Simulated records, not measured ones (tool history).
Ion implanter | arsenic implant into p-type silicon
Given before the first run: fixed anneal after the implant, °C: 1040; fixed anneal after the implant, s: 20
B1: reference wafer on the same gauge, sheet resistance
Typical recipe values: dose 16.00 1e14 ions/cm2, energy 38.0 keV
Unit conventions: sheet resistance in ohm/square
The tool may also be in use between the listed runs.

run 1 hour=0.0 | dose=16.00 energy=38.0 | B1=105.92 | sheet_resistance=89.14
run 2 hour=17.4 | dose=16.00 energy=38.0 | B1=105.84 | sheet_resistance=88.10
run 3 hour=34.7 | dose=16.00 energy=38.0 | B1=105.89 | sheet_resistance=88.52
run 4 hour=44.4 | dose=16.00 energy=38.0 | B1=105.85 | sheet_resistance=88.64
run 5 hour=52.2 | dose=16.00 energy=38.0 | B1=105.88 | sheet_resistance=88.45
run 6 hour=66.4 | dose=16.00 energy=38.0 | B1=105.98 | sheet_resistance=89.03
run 7 hour=74.0 | dose=16.00 energy=38.0 | B1=105.97 | sheet_resistance=88.90
run 8 hour=83.5 | dose=16.00 energy=38.0 | B1=105.93 | sheet_resistance=88.76
run 9 hour=97.7 | dose=16.00 energy=38.0 | B1=105.91 | sheet_resistance=88.31
-- hour=108.5 extraction supply calibrated
run 10 hour=109.0 | dose=16.00 energy=38.0 | B1=105.97 | sheet_resistance=88.01
run 11 hour=118.5 | dose=16.00 energy=38.0 | B1=105.92 | sheet_resistance=88.43
run 12 hour=126.0 | dose=16.00 energy=38.0 | B1=105.84 | sheet_resistance=89.30
-- hour=141.4 Faraday cup replaced and dose calibrated
run 13 hour=141.9 | dose=14.21 energy=29.0 | B1=105.95 | sheet_resistance=100.59
run 14 hour=150.5 | dose=11.89 energy=51.0 | B1=105.85 | sheet_resistance=99.72
run 15 hour=160.9 | dose=20.75 energy=31.5 | B1=105.88 | sheet_resistance=82.17
run 16 hour=178.8 | dose=11.54 energy=32.0 | B1=105.89 | sheet_resistance=110.64
-- hour=182.7 gauge calibrated
run 17 hour=192.9 | dose=16.00 energy=38.0 | B1=105.92 | sheet_resistance=88.63
run 18 hour=206.1 | dose=17.73 energy=46.0 | B1=105.90 | sheet_resistance=80.09
run 19 hour=214.8 | dose=14.07 energy=33.0 | B1=105.98 | sheet_resistance=98.52
run 20 hour=225.7 | dose=14.37 energy=44.5 | B1=105.91 | sheet_resistance=91.16
run 21 hour=232.0 | dose=14.37 energy=44.5 | B1=105.93 | sheet_resistance=91.07
run 22 hour=249.4 | dose=13.92 energy=49.0 | B1=105.96 | sheet_resistance=90.75
run 23 hour=262.0 | dose=17.50 energy=38.0 | B1=105.84 | sheet_resistance=84.33
run 24 hour=269.2 | dose=16.00 energy=38.0 | B1=105.91 | sheet_resistance=88.20
run 25 hour=285.3 | dose=11.21 energy=42.5 | B1=105.95 | sheet_resistance=106.46

Predict each of these 3 candidate next runs independently; none follows another, all start after run 25:
run A hour=285.7 | dose=16.00 energy=38.0 | B1=? | sheet_resistance=?
run B hour=285.7 | dose=18.42 energy=38.0 | B1=? | sheet_resistance=?
run C hour=285.7 | dose=19.20 energy=34.0 | B1=? | sheet_resistance=?

run=A B1=105.99 sheet_resistance=88.31
run=B B1=105.99 sheet_resistance=82.21
run=C B1=105.99 sheet_resistance=83.14
Stripped of hidden state, with their random variation kept, the same runs would have yielded:
run=A sheet_resistance=88.31
run=B sheet_resistance=82.21
run=C sheet_resistance=83.14

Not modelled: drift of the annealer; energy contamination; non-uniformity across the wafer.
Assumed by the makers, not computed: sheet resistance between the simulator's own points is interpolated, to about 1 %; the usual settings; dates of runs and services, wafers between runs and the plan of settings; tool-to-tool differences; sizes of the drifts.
